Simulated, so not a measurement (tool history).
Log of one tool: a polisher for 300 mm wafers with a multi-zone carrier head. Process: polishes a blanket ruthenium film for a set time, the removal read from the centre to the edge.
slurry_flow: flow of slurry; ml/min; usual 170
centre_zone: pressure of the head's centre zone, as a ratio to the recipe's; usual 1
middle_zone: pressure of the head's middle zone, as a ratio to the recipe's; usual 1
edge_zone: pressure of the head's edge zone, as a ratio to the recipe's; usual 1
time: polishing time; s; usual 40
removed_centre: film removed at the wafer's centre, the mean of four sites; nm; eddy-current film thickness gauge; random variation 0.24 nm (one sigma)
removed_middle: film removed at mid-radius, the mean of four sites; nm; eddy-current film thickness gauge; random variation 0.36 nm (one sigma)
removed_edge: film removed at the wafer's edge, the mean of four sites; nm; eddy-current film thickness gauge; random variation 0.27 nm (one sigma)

run	day	slurry_flow	centre_zone	middle_zone	edge_zone	time	incoming thickness of the incoming film, nm	removed_centre	removed_middle	removed_edge
1	0	170	1	1	1	40	346.5	34.5	34.4	34.7
2	0.817	170	1	1	1	40	351.8	34.1	34.5	35
3	5.017	130	1	1	1	40	347.1	30.6	31	32.4
4	5.817	170	0.89	0.94	1.09	40	351.8	29.5	31.9	35.6
# day 6.079: worn pad replaced by a new one
# day 6.958: carrier head's membrane replaced by a new one
5	6.979	170	1	1	1	35	345.9	29.4	29.6	30.4
# day 7.721: edge zone pressure recalibrated
6	7.825	170	1	1	1	40	351.4	33.3	34.4	35
# day 8.167: slurry nozzle cleaned
7	9.279	170	0.94	1	1	40	348.8	33	35.7	36
8	10.546	190	0.92	1	1	29	352.3	23.8	26.6	26.3
9	14.996	170	1	1.07	1	40	346.2	33.7	36.8	34.7
# day 16.154: worn pad replaced by a new one
10	16.292	195	1	1.04	0.91	40	349.3	34.6	36.5	33.9
11	17.738	210	0.93	1.08	1.03	40	349.1	32.2	38.2	36.2
12	19.183	170	0.89	1	1	40	352.2	29	34	34.5
13	19.946	170	1	1.03	1	40	348.7	32.6	35.1	34.4
14	20.688	205	1	1	1	40	351.5	34	35.4	35.4
15	22.158	170	1	1	1	40	345.7	32.4	34.2	34.3
16	23.138	145	1.06	1.1	1	40	346.8	32	34.9	32.9
17	24.996	170	1	1.03	1	40	351.1	31.7	34.1	34.6
18	26.033	215	1	1	0.95	40	350.2	34	34.9	35
19	26.567	170	1	1	0.91	40	346.8	31.2	33.6	33.1
# day 27.058: worn pad replaced by a new one
20	27.479	170	1	0.95	0.88	28	350.4	21.7	22.5	22.5
21	28.45	170	0.92	0.93	1	40	346.5	28.5	31.6	34

What the log doesn't show, run by run:
removal rate lost through wear of the pad, %: 0 in every run
deviation of the edge zone's pressure from its setpoint, %: 0 in every run
H1: slurry flow missing at the pad, %
H2: deviation of the centre zone's pressure from its setpoint, %
run	H1	H2
1	26.3	-0.343
2	26.8	-0.511
3	28.6	-1.38
4	28.9	-1.54
5	29.2	-1.78
6	29.4	-1.96
7	9.03	-2.26
8	13	-2.52
9	22.4	-3.44
10	24.3	-3.7
11	26	-4
12	27.4	-4.3
13	28	-4.46
14	28.6	-4.61
15	29.6	-4.92
16	30.1	-5.12
17	31	-5.5
18	31.3	-5.71
19	31.5	-5.82
20	31.8	-6.01
21	32.1	-6.21

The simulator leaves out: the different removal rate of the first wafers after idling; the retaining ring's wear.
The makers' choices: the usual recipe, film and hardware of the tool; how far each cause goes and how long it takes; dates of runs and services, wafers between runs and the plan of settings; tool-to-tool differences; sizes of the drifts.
